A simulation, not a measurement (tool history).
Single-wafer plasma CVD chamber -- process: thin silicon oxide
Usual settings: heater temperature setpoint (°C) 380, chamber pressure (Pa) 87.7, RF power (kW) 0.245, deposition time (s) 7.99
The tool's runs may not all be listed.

| run | hour | heater temperature setpoint (°C) | chamber pressure (Pa) | RF power (kW) | deposition time (s) | wafers since the last listed run | hours since the last thermocouple change | hours since the last RF generator calibration | hours since the last manometer calibration | hours since the showerhead was replaced | hours since the gauge calibration | read-back reference wafer on the same gauge, thickness_nm | mean film thickness on the monitor wafer (angstrom) |
|---|---|---|---|---|---|---|---|---|---|---|---|---|---|
| 1 | 0.0 | 380 | 87.7 | 0.245 | 7.99 | 0 | 1932.6 | 2418.2 | 2039.2 | 5842.3 | 74.4 | 12.698 | 110.13 |
| 2 | 8.1 | 380 | 87.7 | 0.245 | 7.99 | 306 | 1940.7 | 2426.3 | 2047.3 | 5850.4 | 82.5 | 12.700 | 109.96 |
| 3 | 14.3 | 380 | 87.7 | 0.245 | 7.99 | 234 | 1946.9 | 2432.5 | 2053.5 | 5856.6 | 88.7 | 12.702 | 110.18 |
| 4 | 27.2 | 380 | 87.7 | 0.245 | 7.99 | 488 | 1959.8 | 2445.4 | 2066.4 | 5869.5 | 101.6 | 12.697 | 110.66 |
| 5 | 38.0 | 380 | 87.7 | 0.245 | 7.99 | 408 | 1970.6 | 2456.2 | 2077.2 | 5880.3 | 112.4 | 12.696 | 109.46 |
| 6 | 44.6 | 380 | 87.7 | 0.245 | 7.99 | 249 | 1977.2 | 2462.8 | 2083.8 | 5886.9 | 119.0 | 12.708 | 110.18 |
| 7 | 57.9 | 380 | 87.7 | 0.260 | 7.99 | 503 | 1990.5 | 2476.1 | 2097.1 | 5900.2 | 132.3 | 12.696 | 112.04 |
| 8 | 98.2 | 380 | 87.7 | 0.285 | 7.99 | 1525 | 2030.8 | 2516.4 | 2137.4 | 5940.5 | 172.6 | 12.700 | 116.32 |
|  | 120.2 | capacitance manometer re-zeroed and calibrated |
| 9 | 120.7 | 380 | 87.7 | 0.285 | 7.99 | 548 | 2053.3 | 2538.9 | 0.5 | 5963.0 | 195.1 | 12.703 | 123.84 |
| 10 | 133.5 | 380 | 87.7 | 0.285 | 7.99 | 484 | 2066.1 | 2551.7 | 13.3 | 5975.8 | 207.9 | 12.694 | 124.20 |
| 11 | 140.2 | 380 | 98.1 | 0.245 | 7.37 | 253 | 2072.8 | 2558.4 | 20.0 | 5982.5 | 214.6 | 12.705 | 119.11 |
| 12 | 156.8 | 370 | 87.7 | 0.245 | 7.99 | 628 | 2089.4 | 2575.0 | 36.6 | 5999.1 | 231.2 | 12.685 | 117.51 |
| 13 | 168.3 | 389 | 81.7 | 0.260 | 8.87 | 435 | 2100.9 | 2586.5 | 48.1 | 6010.6 | 242.7 | 12.710 | 123.72 |
| 14 | 181.1 | 370 | 87.7 | 0.245 | 7.99 | 484 | 2113.7 | 2599.3 | 60.9 | 6023.4 | 255.5 | 12.688 | 117.73 |
|  | 194.6 | showerhead replaced |
| 15 | 195.4 | 386 | 75.7 | 0.215 | 8.45 | 238 | 2128.0 | 2613.6 | 75.2 | 0.8 | 269.8 | 12.699 | 102.11 |
|  | 210.3 | thermocouple changed; heater temperature recalibrated |
| 16 | 210.8 | 389 | 69.5 | 0.225 | 7.99 | 280 | 0.5 | 2629.0 | 90.6 | 16.2 | 285.2 | 12.696 | 90.81 |
| 17 | 219.5 | 369 | 81.3 | 0.195 | 7.99 | 329 | 9.2 | 2637.7 | 99.3 | 24.9 | 293.9 | 12.694 | 100.11 |
|  | 228.4 | RF generator calibrated |
| 18 | 231.0 | 380 | 87.7 | 0.245 | 7.99 | 132 | 20.7 | 2.6 | 110.8 | 36.4 | 305.4 | 12.692 | 116.39 |
|  | 244.6 | gauge calibrated |
| 19 | 246.2 | 380 | 87.7 | 0.245 | 7.99 | 575 | 35.9 | 17.8 | 126.0 | 51.6 | 1.6 | 12.700 | 116.39 |
| 20 | 253.3 | 367 | 95.3 | 0.260 | 9.34 | 268 | 43.0 | 24.9 | 133.1 | 58.7 | 8.7 | 12.697 | 151.89 |
| 21 | 261.6 | 380 | 87.7 | 0.245 | 7.99 | 314 | 51.3 | 33.2 | 141.4 | 67.0 | 17.0 | 12.699 | 116.47 |
| 22 | 278.9 | 371 | 87.7 | 0.245 | 6.81 | 654 | 68.6 | 50.5 | 158.7 | 84.3 | 34.3 | 12.700 | 100.16 |
| 23 | 326.1 | 380 | 87.7 | 0.275 | 7.99 | 1786 | 115.8 | 97.7 | 205.9 | 131.5 | 81.5 | 12.715 | 121.62 |

Here are 5 independent what-if runs from the current tool condition. What would each one return?
| A | 326.5 | 380 | 87.7 | 0.245 | 7.99 | 15 | 116.2 | 98.1 | 206.3 | 131.9 | 81.9 | ? | ? |
| B | 326.5 | 380 | 87.7 | 0.200 | 6.56 | 15 | 116.2 | 98.1 | 206.3 | 131.9 | 81.9 | ? | ? |
| C | 326.5 | 390 | 68.0 | 0.285 | 7.38 | 15 | 116.2 | 98.1 | 206.3 | 131.9 | 81.9 | ? | ? |
| D | 326.5 | 374 | 87.7 | 0.245 | 7.99 | 15 | 116.2 | 98.1 | 206.3 | 131.9 | 81.9 | ? | ? |
| E | 326.5 | 374 | 76.4 | 0.245 | 9.30 | 15 | 116.2 | 98.1 | 206.3 | 131.9 | 81.9 | ? | ? |

| run | read-back reference wafer on the same gauge, thickness_nm | mean film thickness on the monitor wafer (angstrom) |
|---|---|---|
| A | 12.696 | 116.15 |
| B | 12.696 | 87.86 |
| C | 12.696 | 89.76 |
| D | 12.696 | 116.63 |
| E | 12.696 | 119.81 |
Take away the tool's hidden state, keep each run's random variation, and the runs would have read:
| run | mean film thickness on the monitor wafer (angstrom) |
|---|---|
| A | 116.32 |
| B | 87.99 |
| C | 89.90 |
| D | 116.81 |
| E | 119.99 |
